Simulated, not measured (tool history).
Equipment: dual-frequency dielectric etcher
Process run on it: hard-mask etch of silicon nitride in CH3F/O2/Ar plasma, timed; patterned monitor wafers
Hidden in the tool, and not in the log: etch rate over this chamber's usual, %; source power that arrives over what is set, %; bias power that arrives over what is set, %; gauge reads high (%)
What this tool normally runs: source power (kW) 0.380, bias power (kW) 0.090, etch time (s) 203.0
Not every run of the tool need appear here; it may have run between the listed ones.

run,hour,source power (kW),bias power (kW),etch time (s),wafers since the last listed run,hours since the last wet clean,hours since the last source power generator calibration,hours since the last bias power generator calibration,hours since the last upper electrode change,hours since the gauge calibration,"read-back reference wafer on the same gauge, depth_nm",mean etch depth across the wafer (Å)
1,0.0,0.380,0.090,203.0,0,46.9,2383.7,4048.2,1496.8,1355.4,158.9,1503
2,63.9,0.380,0.090,203.0,504,110.8,2447.6,4112.1,1560.7,1419.3,159.0,1504
3,119.6,0.380,0.090,203.0,439,166.5,2503.3,4167.8,1616.4,1475.0,159.2,1491
4,183.0,0.380,0.090,203.0,500,229.9,2566.7,4231.2,1679.8,1538.4,159.1,1493
# hour 230.9: wet clean of the chamber, repeated, since the last time left the tool worse
5,231.2,0.380,0.090,203.0,191,0.3,2614.9,4279.4,1728.0,1586.6,158.8,1587
6,299.8,0.380,0.090,203.0,541,68.9,2683.5,4348.0,1796.6,1655.2,159.1,1595
7,345.6,0.380,0.090,203.0,361,114.7,2729.3,4393.8,1842.4,1701.0,159.0,1567
# hour 354.3: source power generator calibrated
8,400.1,0.380,0.090,203.0,398,169.2,45.8,4448.3,1896.9,1755.5,158.9,1571
# hour 446.7: upper electrode replaced
9,447.2,0.380,0.090,203.0,182,216.3,92.9,4495.4,0.5,1802.6,159.0,1580
10,450.3,0.380,0.090,203.0,24,219.4,96.0,4498.5,3.6,1805.7,159.0,1567
11,508.7,0.380,0.090,203.0,461,277.8,154.4,4556.9,62.0,1864.1,158.8,1576
12,564.4,0.380,0.090,203.0,439,333.5,210.1,4612.6,117.7,1919.8,159.0,1573
13,613.9,0.310,0.101,203.0,390,383.0,259.6,4662.1,167.2,1969.3,159.0,1500
# hour 680.2: wet clean of the chamber
14,781.5,0.380,0.090,203.0,1133,101.3,427.2,4829.7,334.8,2136.9,159.1,1583
15,830.5,0.410,0.072,224.5,386,150.3,476.2,4878.7,383.8,2185.9,159.0,1691
16,856.8,0.380,0.080,203.0,207,176.6,502.5,4905.0,410.1,2212.2,159.0,1527
# hour 903.8: gauge calibrated
17,921.6,0.290,0.104,166.5,511,241.4,567.3,4969.8,474.9,17.8,159.0,1222
18,965.0,0.380,0.104,259.5,342,284.8,610.7,5013.2,518.3,61.2,159.1,2080
19,998.1,0.380,0.090,203.0,261,317.9,643.8,5046.3,551.4,94.3,159.1,1559
20,1043.0,0.450,0.100,220.0,354,362.8,688.7,5091.2,596.3,139.2,158.9,1846
# hour 1082.4: bias power generator calibrated
21,1099.7,0.320,0.073,142.0,416,419.5,745.4,17.3,653.0,195.9,158.8,969
# hour 1179.6: wet clean of the chamber
22,1180.1,0.410,0.097,241.5,445,0.5,825.8,97.7,733.4,276.3,159.0,1977
23,1219.6,0.420,0.103,259.5,311,40.0,865.3,137.2,772.9,315.8,159.1,2183
24,1255.8,0.320,0.073,142.0,285,76.2,901.5,173.4,809.1,352.0,159.1,1001
25,1295.7,0.380,0.090,203.0,315,116.1,941.4,213.3,849.0,391.9,158.9,1594
26,1343.3,0.300,0.109,175.0,375,163.7,989.0,260.9,896.6,439.5,159.0,1332
27,1389.3,0.350,0.090,158.0,363,209.7,1035.0,306.9,942.6,485.5,158.9,1187
28,1453.9,0.340,0.106,159.0,510,274.3,1099.6,371.5,1007.2,550.1,159.2,1229
29,1509.9,0.310,0.073,203.0,442,330.3,1155.6,427.5,1063.2,606.1,159.1,1382
30,1553.2,0.380,0.090,203.0,341,373.6,1198.9,470.8,1106.5,649.4,158.9,1564

Alternative continuations, all from the tool just after run 30; predict every row:
A,1553.7,0.380,0.090,203.0,3,374.1,1199.4,471.3,1107.0,649.9,?,?
B,1553.7,0.440,0.084,203.0,3,374.1,1199.4,471.3,1107.0,649.9,?,?
C,1553.7,0.380,0.079,162.5,3,374.1,1199.4,471.3,1107.0,649.9,?,?

run,"read-back reference wafer on the same gauge, depth_nm",mean etch depth across the wafer (Å)
A,158.9,1549
B,158.9,1600
C,158.9,1198
Without the tool's hidden state the same runs would have given:
run,mean etch depth across the wafer (Å)
A,1590
B,1642
C,1229

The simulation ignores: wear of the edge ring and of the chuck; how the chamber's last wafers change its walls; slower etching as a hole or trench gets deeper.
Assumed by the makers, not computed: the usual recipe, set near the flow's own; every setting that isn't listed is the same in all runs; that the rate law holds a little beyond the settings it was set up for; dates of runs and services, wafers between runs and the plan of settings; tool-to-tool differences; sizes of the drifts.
